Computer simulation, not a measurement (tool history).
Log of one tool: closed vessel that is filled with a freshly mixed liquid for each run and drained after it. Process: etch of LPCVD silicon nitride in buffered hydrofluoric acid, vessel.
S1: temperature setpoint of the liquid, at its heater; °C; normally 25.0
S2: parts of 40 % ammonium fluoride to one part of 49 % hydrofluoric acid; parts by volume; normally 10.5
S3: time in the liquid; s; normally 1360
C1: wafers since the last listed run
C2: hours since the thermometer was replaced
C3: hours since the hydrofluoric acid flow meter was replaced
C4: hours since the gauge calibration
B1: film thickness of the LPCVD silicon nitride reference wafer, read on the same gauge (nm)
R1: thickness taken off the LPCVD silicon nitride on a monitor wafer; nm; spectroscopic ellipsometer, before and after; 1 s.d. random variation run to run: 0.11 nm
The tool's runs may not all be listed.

run	hour	S1	S2	S3	C1	C2	C3	C4	B1	R1
1	0.0	25.0	10.5	1360	0	467.2	201.4	292.1	129.99	18.16
2	96.1	24.0	10.5	1360	5803	563.3	297.5	388.2	130.00	17.43
3	178.5	25.0	10.5	1360	4976	645.7	379.9	470.6	129.99	18.32
4	232.8	25.0	10.5	1360	3279	700.0	434.2	524.9	130.01	18.44
5	301.2	25.0	10.5	1360	4130	768.4	502.6	593.3	130.00	18.65
6	362.8	25.0	10.5	1360	3720	830.0	564.2	654.9	129.99	18.54
# hour 395.0: hydrofluoric acid flow meter replaced
7	454.7	25.0	10.5	1360	5489	921.9	59.7	746.8	129.99	17.95
8	534.2	27.5	8.0	1360	4801	1001.4	139.2	826.3	130.00	26.39
# hour 589.5: gauge calibrated
9	754.1	25.0	10.5	1000	13280	1221.3	359.1	164.6	130.00	13.47
# hour 832.9: thermometer replaced
10	851.4	21.0	7.0	2025	5815	18.5	456.4	261.9	130.00	32.32
# hour 903.0: hydrofluoric acid flow meter replaced
11	913.0	25.0	10.5	1360	3659	80.1	10.0	323.5	130.01	18.05
12	993.5	21.0	10.5	1625	4861	160.6	90.5	404.0	130.00	17.25
13	1052.6	20.5	14.0	550	3569	219.7	149.6	463.1	130.00	4.34
14	1115.0	28.0	14.5	1905	3768	282.1	212.0	525.5	129.99	21.99
15	1169.1	27.0	12.5	750	3267	336.2	266.1	579.6	129.99	9.45

Consider 5 possible next runs. They are alternatives, not a sequence: every one starts from the tool as it was left by run 15. What does each give?
A	1170.1	25.0	10.5	1360	60	337.2	267.1	580.6	?	?
B	1170.1	25.0	7.5	1360	60	337.2	267.1	580.6	?	?
C	1170.1	29.5	13.5	2060	60	337.2	267.1	580.6	?	?
D	1170.1	23.5	8.5	1960	60	337.2	267.1	580.6	?	?
E	1170.1	25.0	14.0	1360	60	337.2	267.1	580.6	?	?

run	B1	R1
A	129.99	18.26
B	129.99	25.00
C	129.99	27.53
D	129.99	29.01
E	129.99	13.79
Take away the tool's hidden state, keep each run's random variation, and the runs would have read:
run	R1
A	17.80
B	24.29
C	26.83
D	28.18
E	13.44
